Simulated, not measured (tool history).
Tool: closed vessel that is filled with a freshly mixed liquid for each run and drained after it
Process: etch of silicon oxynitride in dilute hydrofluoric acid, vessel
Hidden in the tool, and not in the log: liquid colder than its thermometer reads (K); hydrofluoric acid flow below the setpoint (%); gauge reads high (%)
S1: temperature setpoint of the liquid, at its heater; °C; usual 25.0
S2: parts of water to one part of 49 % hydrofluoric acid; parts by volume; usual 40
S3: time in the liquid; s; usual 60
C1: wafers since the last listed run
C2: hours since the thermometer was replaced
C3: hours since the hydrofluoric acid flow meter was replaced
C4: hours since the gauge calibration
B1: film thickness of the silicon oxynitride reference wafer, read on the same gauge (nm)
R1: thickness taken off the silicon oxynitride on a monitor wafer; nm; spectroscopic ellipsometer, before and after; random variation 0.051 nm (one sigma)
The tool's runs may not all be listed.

Run 1, hour 0.0: usual settings; C1 0; C2 2613.7; C3 1233.5; C4 652.8; B1 40.01. Result: R1 7.62 nm.
Run 2, hour 25.2: usual settings but S1 28.5 °C; C1 2763; C2 2638.9; C3 1258.7; C4 678.0; B1 40.01. Result: R1 9.19 nm.
Run 3, hour 50.5: usual settings but S1 28.5 °C; C1 2774; C2 2664.2; C3 1284.0; C4 703.3; B1 40.02. Result: R1 9.07 nm.
Run 4, hour 66.0: usual settings but S1 28.5 °C; C1 1699; C2 2679.7; C3 1299.5; C4 718.8; B1 39.99. Result: R1 9.10 nm.
Run 5, hour 83.8: usual settings; C1 1951; C2 2697.5; C3 1317.3; C4 736.6; B1 40.00. Result: R1 7.79 nm.
Run 6, hour 105.0: usual settings; C1 2324; C2 2718.7; C3 1338.5; C4 757.8; B1 39.99. Result: R1 7.68 nm.
Run 7, hour 132.1: usual settings but S3 70 s; C1 2971; C2 2745.8; C3 1365.6; C4 784.9; B1 40.00. Result: R1 8.98 nm.
Run 8, hour 154.7: usual settings but S3 70 s; C1 2478; C2 2768.4; C3 1388.2; C4 807.5; B1 40.01. Result: R1 8.99 nm.
Run 9, hour 172.3: usual settings but S3 70 s; C1 1929; C2 2786.0; C3 1405.8; C4 825.1; B1 40.01. Result: R1 8.98 nm.
Run 10, hour 192.5: usual settings; C1 2214; C2 2806.2; C3 1426.0; C4 845.3; B1 39.98. Result: R1 7.68 nm.
Run 11, hour 227.7: usual settings; C1 3859; C2 2841.4; C3 1461.2; C4 880.5; B1 39.98. Result: R1 7.70 nm.
Run 12, hour 244.3: usual settings; C1 1820; C2 2858.0; C3 1477.8; C4 897.1; B1 40.00. Result: R1 7.71 nm.
Run 13, hour 264.7: usual settings; C1 2236; C2 2878.4; C3 1498.2; C4 917.5; B1 40.01. Result: R1 7.61 nm.
At hour 267.4: thermometer replaced.
At hour 316.2: gauge calibrated.
Run 14, hour 355.3: usual settings but S3 80 s; C1 9824; C2 87.9; C3 1588.8; C4 39.1; B1 39.99. Result: R1 10.22 nm.
Run 15, hour 371.5: usual settings but S3 80 s; C1 1776; C2 104.1; C3 1605.0; C4 55.3; B1 40.00. Result: R1 10.36 nm.
At hour 434.4: hydrofluoric acid flow meter replaced.
Run 16, hour 478.7: usual settings but S1 20.5 °C, S2 60 parts by volume, S3 75 s; C1 11645; C2 211.3; C3 44.3; C4 162.5; B1 40.00. Result: R1 5.02 nm.
Run 17, hour 497.9: usual settings but S2 35 parts by volume, S3 50 s; C1 2105; C2 230.5; C3 63.5; C4 181.7; B1 40.00. Result: R1 7.35 nm.
Run 18, hour 522.5: usual settings; C1 2697; C2 255.1; C3 88.1; C4 206.3; B1 40.00. Result: R1 7.66 nm.
Run 19, hour 544.8: usual settings but S1 29.0 °C; C1 2445; C2 277.4; C3 110.4; C4 228.6; B1 40.00. Result: R1 9.38 nm.
Run 20, hour 567.5: usual settings but S1 27.0 °C, S2 35 parts by volume; C1 2489; C2 300.1; C3 133.1; C4 251.3; B1 40.00. Result: R1 9.66 nm.
Run 21, hour 589.3: usual settings; C1 2390; C2 321.9; C3 154.9; C4 273.1; B1 39.99. Result: R1 7.62 nm.
Run 22, hour 616.6: usual settings but S3 40 s; C1 2993; C2 349.2; C3 182.2; C4 300.4; B1 39.99. Result: R1 5.13 nm.
Run 23, hour 636.9: usual settings but S1 21.0 °C, S2 30 parts by volume, S3 75 s; C1 2225; C2 369.5; C3 202.5; C4 320.7; B1 39.98. Result: R1 10.63 nm.
Run 24, hour 665.1: usual settings; C1 3092; C2 397.7; C3 230.7; C4 348.9; B1 39.98. Result: R1 7.63 nm.
Run 25, hour 679.7: usual settings but S1 27.0 °C, S2 60 parts by volume, S3 50 s; C1 1600; C2 412.3; C3 245.3; C4 363.5; B1 40.00. Result: R1 4.64 nm.
Run 26, hour 762.7: usual settings but S1 30.0 °C, S2 50 parts by volume; C1 9101; C2 495.3; C3 328.3; C4 446.5; B1 40.00. Result: R1 7.69 nm.
Run 27, hour 797.1: usual settings; C1 3772; C2 529.7; C3 362.7; C4 480.9; B1 40.01. Result: R1 7.78 nm.
Run 28, hour 816.0: usual settings but S1 28.0 °C, S2 55 parts by volume, S3 45 s; C1 2072; C2 548.6; C3 381.6; C4 499.8; B1 39.99. Result: R1 4.81 nm.
Run 29, hour 837.4: usual settings; C1 2346; C2 570.0; C3 403.0; C4 521.2; B1 40.02. Result: R1 7.75 nm.
Run 30, hour 869.0: usual settings but S1 28.0 °C, S2 30 parts by volume, S3 95 s; C1 3465; C2 601.6; C3 434.6; C4 552.8; B1 40.00. Result: R1 18.90 nm.
Run 31, hour 884.5: usual settings; C1 1699; C2 617.1; C3 450.1; C4 568.3; B1 39.99. Result: R1 7.60 nm.
Run 32, hour 906.5: usual settings but S1 20.5 °C, S3 70 s; C1 2412; C2 639.1; C3 472.1; C4 590.3; B1 39.97. Result: R1 7.19 nm.
Run 33, hour 919.5: usual settings but S2 25 parts by volume, S3 30 s; C1 1425; C2 652.1; C3 485.1; C4 603.3; B1 39.98. Result: R1 6.19 nm.

What the log doesn't show, run by run:
liquid colder than its thermometer reads (K): 0 in every run
hydrofluoric acid flow below the setpoint (%): 0 in every run
gauge reads high (%): 0 in every run
